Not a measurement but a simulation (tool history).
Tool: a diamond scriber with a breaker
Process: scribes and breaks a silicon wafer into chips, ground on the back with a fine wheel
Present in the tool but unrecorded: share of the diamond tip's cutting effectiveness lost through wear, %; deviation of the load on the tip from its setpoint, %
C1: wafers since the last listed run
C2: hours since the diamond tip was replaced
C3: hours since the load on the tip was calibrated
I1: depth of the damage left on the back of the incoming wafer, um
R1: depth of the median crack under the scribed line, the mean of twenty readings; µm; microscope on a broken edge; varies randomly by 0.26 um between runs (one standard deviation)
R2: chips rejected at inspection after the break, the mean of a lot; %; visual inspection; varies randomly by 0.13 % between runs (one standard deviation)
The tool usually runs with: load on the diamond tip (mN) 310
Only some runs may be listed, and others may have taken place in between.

run 1 hour=0.0 | load_on_the_diamond_tip_(mN)=346 | C1=0 C2=534.3 C3=599.5 | I1=2.16 | R1=13.05 R2=2.98
run 2 hour=72.7 | load_on_the_diamond_tip_(mN)=346 | C1=260 C2=607.0 C3=672.2 | I1=2.30 | R1=12.38 R2=4.14
run 3 hour=133.3 | load_on_the_diamond_tip_(mN)=346 | C1=217 C2=667.6 C3=732.8 | I1=1.67 | R1=12.69 R2=5.22
-- hour=165.5 diamond tip replaced by a new one
run 4 hour=174.5 | load_on_the_diamond_tip_(mN)=310 | C1=140 C2=9.0 C3=774.0 | I1=2.75 | R1=13.27 R2=2.66
run 5 hour=274.7 | load_on_the_diamond_tip_(mN)=310 | C1=359 C2=109.2 C3=874.2 | I1=2.12 | R1=13.25 R2=2.60
run 6 hour=471.4 | load_on_the_diamond_tip_(mN)=310 | C1=705 C2=305.9 C3=1070.9 | I1=2.62 | R1=12.51 R2=5.92
run 7 hour=525.4 | load_on_the_diamond_tip_(mN)=310 | C1=193 C2=359.9 C3=1124.9 | I1=2.87 | R1=12.19 R2=7.40
run 8 hour=613.8 | load_on_the_diamond_tip_(mN)=310 | C1=316 C2=448.3 C3=1213.3 | I1=2.12 | R1=11.36 R2=8.36
run 9 hour=718.2 | load_on_the_diamond_tip_(mN)=251 | C1=374 C2=552.7 C3=1317.7 | I1=2.04 | R1=9.63 R2=38.32
run 10 hour=789.2 | load_on_the_diamond_tip_(mN)=361 | C1=254 C2=623.7 C3=1388.7 | I1=1.73 | R1=12.82 R2=3.08
-- hour=855.3 diamond tip replaced by a new one
run 11 hour=889.9 | load_on_the_diamond_tip_(mN)=310 | C1=353 C2=34.6 C3=1489.4 | I1=1.57 | R1=12.87 R2=2.33
run 12 hour=928.7 | load_on_the_diamond_tip_(mN)=268 | C1=139 C2=73.4 C3=1528.2 | I1=2.39 | R1=11.52 R2=13.50
-- hour=965.4 load on the tip recalibrated
run 13 hour=966.7 | load_on_the_diamond_tip_(mN)=219 | C1=129 C2=111.4 C3=1.3 | I1=2.61 | R1=8.67 R2=47.86
run 14 hour=1050.8 | load_on_the_diamond_tip_(mN)=242 | C1=301 C2=195.5 C3=85.4 | I1=1.85 | R1=9.87 R2=33.84
run 15 hour=1155.8 | load_on_the_diamond_tip_(mN)=228 | C1=376 C2=300.5 C3=190.4 | I1=2.30 | R1=8.89 R2=53.65
run 16 hour=1257.6 | load_on_the_diamond_tip_(mN)=310 | C1=365 C2=402.3 C3=292.2 | I1=2.57 | R1=11.97 R2=9.63

Measured result minus the same run's result without the hidden state. Both carry the same run-to-run variation, though not necessarily the same gauge scatter:
run=1 R1=-2.04 R2=-2.63
run=2 R1=-2.25 R2=-1.59
run=3 R1=-2.61 R2=-0.60
run=4 R1=-0.16 R2=+0.09
run=5 R1=-0.49 R2=+0.56
run=6 R1=-1.16 R2=+3.41
run=7 R1=-1.34 R2=+4.67
run=8 R1=-1.57 R2=+6.35
run=9 R1=-1.68 R2=+23.20
run=10 R1=-2.58 R2=-6.37
run=11 R1=-0.43 R2=+0.45
run=12 R1=-0.50 R2=+4.59
run=13 R1=-0.46 R2=+8.89
run=14 R1=-0.77 R2=+12.04
run=15 R1=-0.97 R2=+19.13
run=16 R1=-1.71 R2=+7.22

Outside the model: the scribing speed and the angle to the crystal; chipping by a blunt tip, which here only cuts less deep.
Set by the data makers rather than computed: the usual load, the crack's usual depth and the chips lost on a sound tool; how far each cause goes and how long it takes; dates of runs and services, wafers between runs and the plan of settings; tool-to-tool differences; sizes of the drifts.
